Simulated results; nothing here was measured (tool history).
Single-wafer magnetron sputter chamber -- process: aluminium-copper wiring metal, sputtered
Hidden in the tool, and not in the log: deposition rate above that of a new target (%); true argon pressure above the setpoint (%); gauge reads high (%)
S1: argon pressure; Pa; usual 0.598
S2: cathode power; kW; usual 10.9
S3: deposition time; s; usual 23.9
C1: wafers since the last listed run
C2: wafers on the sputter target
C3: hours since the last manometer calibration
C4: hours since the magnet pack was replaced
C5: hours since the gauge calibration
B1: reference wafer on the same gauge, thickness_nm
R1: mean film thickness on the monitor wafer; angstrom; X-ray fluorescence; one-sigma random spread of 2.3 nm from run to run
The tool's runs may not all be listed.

run 1 hour=0 | S1=0.598 S2=10.9 S3=23.9 | C1=0 C2=2164 C3=1390.2 C4=5797.8 C5=601.1 | B1=472.096 | R1=4073.49
-- hour=18 gauge calibrated
run 2 hour=60 | S1=0.598 S2=10.9 S3=23.9 | C1=1610 C2=3775 C3=1450.2 C4=5857.8 C5=42 | B1=472.225 | R1=4037.17
-- hour=154.4 sputter target and shields replaced
run 3 hour=162.3 | S1=0.598 S2=10.9 S3=23.9 | C1=2531 C2=212 C3=1552.5 C4=5960.1 C5=144.3 | B1=472.065 | R1=4080.73
run 4 hour=199.3 | S1=0.598 S2=10.9 S3=23.9 | C1=993 C2=1205 C3=1589.5 C4=5997.1 C5=181.3 | B1=471.688 | R1=4111.34
run 5 hour=263.4 | S1=0.598 S2=10.9 S3=23.9 | C1=1720 C2=2926 C3=1653.6 C4=6061.2 C5=245.4 | B1=471.285 | R1=4020.8
-- hour=349.2 capacitance manometer re-zeroed and calibrated
-- hour=362.7 sputter target and shields replaced
run 6 hour=366.5 | S1=0.598 S2=10.9 S3=23.9 | C1=2337 C2=102 C3=17.3 C4=6164.3 C5=348.5 | B1=472.475 | R1=4110.59
run 7 hour=424.5 | S1=0.598 S2=10.9 S3=22.3 | C1=1556 C2=1658 C3=75.3 C4=6222.3 C5=406.5 | B1=471.472 | R1=3807.5
run 8 hour=517.6 | S1=0.598 S2=10.9 S3=22.3 | C1=2498 C2=4157 C3=168.4 C4=6315.4 C5=499.6 | B1=471.861 | R1=3736.21
-- hour=558.9 sputter target and shields replaced
run 9 hour=601.3 | S1=0.751 S2=12.6 S3=27.7 | C1=2031 C2=1137 C3=252.1 C4=6399.1 C5=583.3 | B1=472.202 | R1=4827.46
-- hour=617.2 magnet pack replaced
run 10 hour=705.5 | S1=0.533 S2=12.1 S3=28.5 | C1=2582 C2=3719 C3=356.3 C4=88.3 C5=687.5 | B1=472.025 | R1=5424.82
-- hour=717.7 gauge calibrated
-- hour=768.9 sputter target and shields replaced
run 11 hour=779 | S1=0.598 S2=10.9 S3=23.9 | C1=1758 C2=271 C3=429.8 C4=161.8 C5=61.3 | B1=472.585 | R1=4098.39
run 12 hour=832.4 | S1=0.531 S2=10.9 S3=23.9 | C1=1433 C2=1704 C3=483.2 C4=215.2 C5=114.7 | B1=472.209 | R1=4285.71
run 13 hour=879.2 | S1=0.598 S2=13.55 S3=23.9 | C1=1256 C2=2960 C3=530 C4=262 C5=161.5 | B1=472.458 | R1=4840.5
run 14 hour=947 | S1=0.385 S2=10.9 S3=23.9 | C1=1819 C2=4780 C3=597.8 C4=329.8 C5=229.3 | B1=472.132 | R1=4558.28
-- hour=971.6 sputter target and shields replaced
run 15 hour=993.6 | S1=0.598 S2=10.9 S3=23.9 | C1=1036 C2=590 C3=644.4 C4=376.4 C5=275.9 | B1=472.102 | R1=4110.05
run 16 hour=1043.8 | S1=0.598 S2=12.35 S3=23.9 | C1=1347 C2=1937 C3=694.6 C4=426.6 C5=326.1 | B1=472.077 | R1=4520.79
run 17 hour=1087.9 | S1=0.598 S2=10.9 S3=23.9 | C1=1183 C2=3121 C3=738.7 C4=470.7 C5=370.2 | B1=472.39 | R1=4047.09

Forecast each of these 4 alternatives for the next run:
run A hour=1088.3 | S1=0.598 S2=10.9 S3=23.9 | C1=10 C2=3131 C3=739.1 C4=471.1 C5=370.6 | B1=? | R1=?
run B hour=1088.3 | S1=0.488 S2=10.9 S3=23.9 | C1=10 C2=3131 C3=739.1 C4=471.1 C5=370.6 | B1=? | R1=?
run C hour=1088.3 | S1=0.748 S2=10.9 S3=20.9 | C1=10 C2=3131 C3=739.1 C4=471.1 C5=370.6 | B1=? | R1=?
run D hour=1088.3 | S1=0.524 S2=13.1 S3=27.7 | C1=10 C2=3131 C3=739.1 C4=471.1 C5=370.6 | B1=? | R1=?

run=A B1=472.563 R1=4010.63
run=B B1=472.563 R1=4302.12
run=C B1=472.563 R1=3197.35
run=D B1=472.563 R1=5709.98
Without the tool's hidden state the same runs would have given:
run=A R1=4084.91
run=B R1=4381.81
run=C R1=3256.57
run=D R1=5815.74
